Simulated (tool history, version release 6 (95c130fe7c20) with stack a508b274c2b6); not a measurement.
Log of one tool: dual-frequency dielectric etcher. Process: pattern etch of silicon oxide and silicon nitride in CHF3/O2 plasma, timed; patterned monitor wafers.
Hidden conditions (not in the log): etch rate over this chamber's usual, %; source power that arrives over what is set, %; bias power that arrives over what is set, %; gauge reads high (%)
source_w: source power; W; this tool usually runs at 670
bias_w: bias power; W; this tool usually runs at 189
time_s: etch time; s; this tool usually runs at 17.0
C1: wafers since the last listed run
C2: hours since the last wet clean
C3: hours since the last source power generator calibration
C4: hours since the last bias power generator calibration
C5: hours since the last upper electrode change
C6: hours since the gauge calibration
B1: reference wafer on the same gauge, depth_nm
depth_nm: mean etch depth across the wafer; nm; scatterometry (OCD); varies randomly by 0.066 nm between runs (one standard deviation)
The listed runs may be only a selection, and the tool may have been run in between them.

Run 1, hour 0.0: usual settings but bias_w 204 W; C1 0; C2 369.2; C3 3925.7; C4 2226.6; C5 4496.5; C6 1486.5; B1 34.26. Result: depth_nm 30.38 nm.
At hour 13.3: gauge calibrated.
Run 2, hour 29.6: usual settings; C1 525; C2 398.8; C3 3955.3; C4 2256.2; C5 4526.1; C6 16.3; B1 33.42. Result: depth_nm 28.98 nm.
Run 3, hour 64.4: usual settings; C1 617; C2 433.6; C3 3990.1; C4 2291.0; C5 4560.9; C6 51.1; B1 33.42. Result: depth_nm 28.91 nm.
Run 4, hour 96.8: usual settings but source_w 560 W; C1 575; C2 466.0; C3 4022.5; C4 2323.4; C5 4593.3; C6 83.5; B1 33.45. Result: depth_nm 27.22 nm.
Run 5, hour 113.1: usual settings but source_w 560 W; C1 289; C2 482.3; C3 4038.8; C4 2339.7; C5 4609.6; C6 99.8; B1 33.48. Result: depth_nm 27.15 nm.
Run 6, hour 132.7: usual settings but source_w 560 W; C1 348; C2 501.9; C3 4058.4; C4 2359.3; C5 4629.2; C6 119.4; B1 33.48. Result: depth_nm 27.35 nm.
At hour 172.5: wet clean of the chamber.
Run 7, hour 173.0: usual settings; C1 289; C2 0.5; C3 4098.7; C4 2399.6; C5 4669.5; C6 159.7; B1 33.48. Result: depth_nm 29.12 nm.
Run 8, hour 196.0: usual settings but bias_w 212 W, time_s 21.0 s; C1 408; C2 23.5; C3 4121.7; C4 2422.6; C5 4692.5; C6 182.7; B1 33.50. Result: depth_nm 37.00 nm.
Run 9, hour 210.1: usual settings; C1 250; C2 37.6; C3 4135.8; C4 2436.7; C5 4706.6; C6 196.8; B1 33.54. Result: depth_nm 29.06 nm.
At hour 238.4: source power generator calibrated.
At hour 251.4: upper electrode replaced.
Run 10, hour 251.9: usual settings but source_w 560 W; C1 441; C2 79.4; C3 13.5; C4 2478.5; C5 0.5; C6 238.6; B1 33.53. Result: depth_nm 27.23 nm.
Run 11, hour 260.1: usual settings; C1 145; C2 87.6; C3 21.7; C4 2486.7; C5 8.7; C6 246.8; B1 33.55. Result: depth_nm 29.12 nm.
Run 12, hour 276.0: usual settings but source_w 620 W; C1 282; C2 103.5; C3 37.6; C4 2502.6; C5 24.6; C6 262.7; B1 33.56. Result: depth_nm 28.43 nm.
Run 13, hour 304.4: usual settings but bias_w 154 W, time_s 16.0 s; C1 504; C2 131.9; C3 66.0; C4 2531.0; C5 53.0; C6 291.1; B1 33.59. Result: depth_nm 26.09 nm.
Run 14, hour 329.0: usual settings but source_w 810 W, bias_w 170 W; C1 436; C2 156.5; C3 90.6; C4 2555.6; C5 77.6; C6 315.7; B1 33.62. Result: depth_nm 30.25 nm.
At hour 352.4: bias power generator calibrated.
Run 15, hour 361.2: usual settings but time_s 12.5 s; C1 500; C2 188.7; C3 122.8; C4 8.8; C5 109.8; C6 347.9; B1 33.63. Result: depth_nm 21.42 nm.
Run 16, hour 374.2: usual settings but time_s 20.5 s; C1 230; C2 201.7; C3 135.8; C4 21.8; C5 122.8; C6 360.9; B1 33.60. Result: depth_nm 35.16 nm.
Run 17, hour 389.5: usual settings but source_w 560 W, bias_w 205 W, time_s 12.5 s; C1 271; C2 217.0; C3 151.1; C4 37.1; C5 138.1; C6 376.2; B1 33.63. Result: depth_nm 20.60 nm.
Run 18, hour 412.2: usual settings; C1 403; C2 239.7; C3 173.8; C4 59.8; C5 160.8; C6 398.9; B1 33.62. Result: depth_nm 29.16 nm.
Run 19, hour 426.5: usual settings but source_w 540 W, bias_w 143 W, time_s 14.5 s; C1 253; C2 254.0; C3 188.1; C4 74.1; C5 175.1; C6 413.2; B1 33.64. Result: depth_nm 21.47 nm.
Run 20, hour 483.0: usual settings; C1 1003; C2 310.5; C3 244.6; C4 130.6; C5 231.6; C6 469.7; B1 33.69. Result: depth_nm 29.19 nm.
Run 21, hour 500.3: usual settings but source_w 630 W, bias_w 160 W; C1 307; C2 327.8; C3 261.9; C4 147.9; C5 248.9; C6 487.0; B1 33.71. Result: depth_nm 27.19 nm.
Run 22, hour 530.3: usual settings but bias_w 148 W, time_s 15.5 s; C1 532; C2 357.8; C3 291.9; C4 177.9; C5 278.9; C6 517.0; B1 33.72. Result: depth_nm 25.04 nm.
Run 23, hour 551.0: usual settings but source_w 820 W, time_s 22.0 s; C1 367; C2 378.5; C3 312.6; C4 198.6; C5 299.6; C6 537.7; B1 33.73. Result: depth_nm 40.64 nm.
Run 24, hour 567.1: usual settings; C1 285; C2 394.6; C3 328.7; C4 214.7; C5 315.7; C6 553.8; B1 33.74. Result: depth_nm 29.11 nm.
Run 25, hour 592.0: usual settings; C1 442; C2 419.5; C3 353.6; C4 239.6; C5 340.6; C6 578.7; B1 33.76. Result: depth_nm 29.32 nm.
Run 26, hour 629.2: usual settings but bias_w 152 W, time_s 19.5 s; C1 660; C2 456.7; C3 390.8; C4 276.8; C5 377.8; C6 615.9; B1 33.79. Result: depth_nm 31.65 nm.
Run 27, hour 657.7: usual settings but bias_w 154 W, time_s 16.0 s; C1 506; C2 485.2; C3 419.3; C4 305.3; C5 406.3; C6 644.4; B1 33.81. Result: depth_nm 26.24 nm.
Run 28, hour 670.7: usual settings but source_w 500 W, bias_w 233 W, time_s 14.5 s; C1 230; C2 498.2; C3 432.3; C4 318.3; C5 419.3; C6 657.4; B1 33.81. Result: depth_nm 23.97 nm.
Run 29, hour 699.4: usual settings but bias_w 217 W, time_s 22.0 s; C1 509; C2 526.9; C3 461.0; C4 347.0; C5 448.0; C6 686.1; B1 33.84. Result: depth_nm 39.50 nm.
At hour 735.7: wet clean of the chamber.
Run 30, hour 736.2: usual settings but source_w 620 W, time_s 12.5 s; C1 227; C2 0.5; C3 497.8; C4 383.8; C5 484.8; C6 722.9; B1 33.84. Result: depth_nm 20.98 nm.

Here are 4 independent what-if runs from the current tool condition. What would each one return?
Run A, hour 736.6: usual settings but source_w 790 W; C1 7; C2 0.9; C3 498.2; C4 384.2; C5 485.2; C6 723.3; B1 ?. Result: depth_nm ?.
Run B, hour 736.6: usual settings but source_w 510 W, time_s 14.5 s; C1 7; C2 0.9; C3 498.2; C4 384.2; C5 485.2; C6 723.3; B1 ?. Result: depth_nm ?.
Run C, hour 736.6: usual settings but source_w 790 W, time_s 14.0 s; C1 7; C2 0.9; C3 498.2; C4 384.2; C5 485.2; C6 723.3; B1 ?. Result: depth_nm ?.
Run D, hour 736.6: usual settings but source_w 610 W, bias_w 149 W, time_s 15.5 s; C1 7; C2 0.9; C3 498.2; C4 384.2; C5 485.2; C6 723.3; B1 ?. Result: depth_nm ?.

run     B1  depth_nm
  A  33.85     31.09
  B  33.85     22.73
  C  33.85     25.61
  D  33.85     24.31
The same runs, with their run-to-run variation unchanged, on a tool lacking any hidden condition would have given:
run  depth_nm
  A     30.67
  B     22.42
  C     25.26
  D     23.98
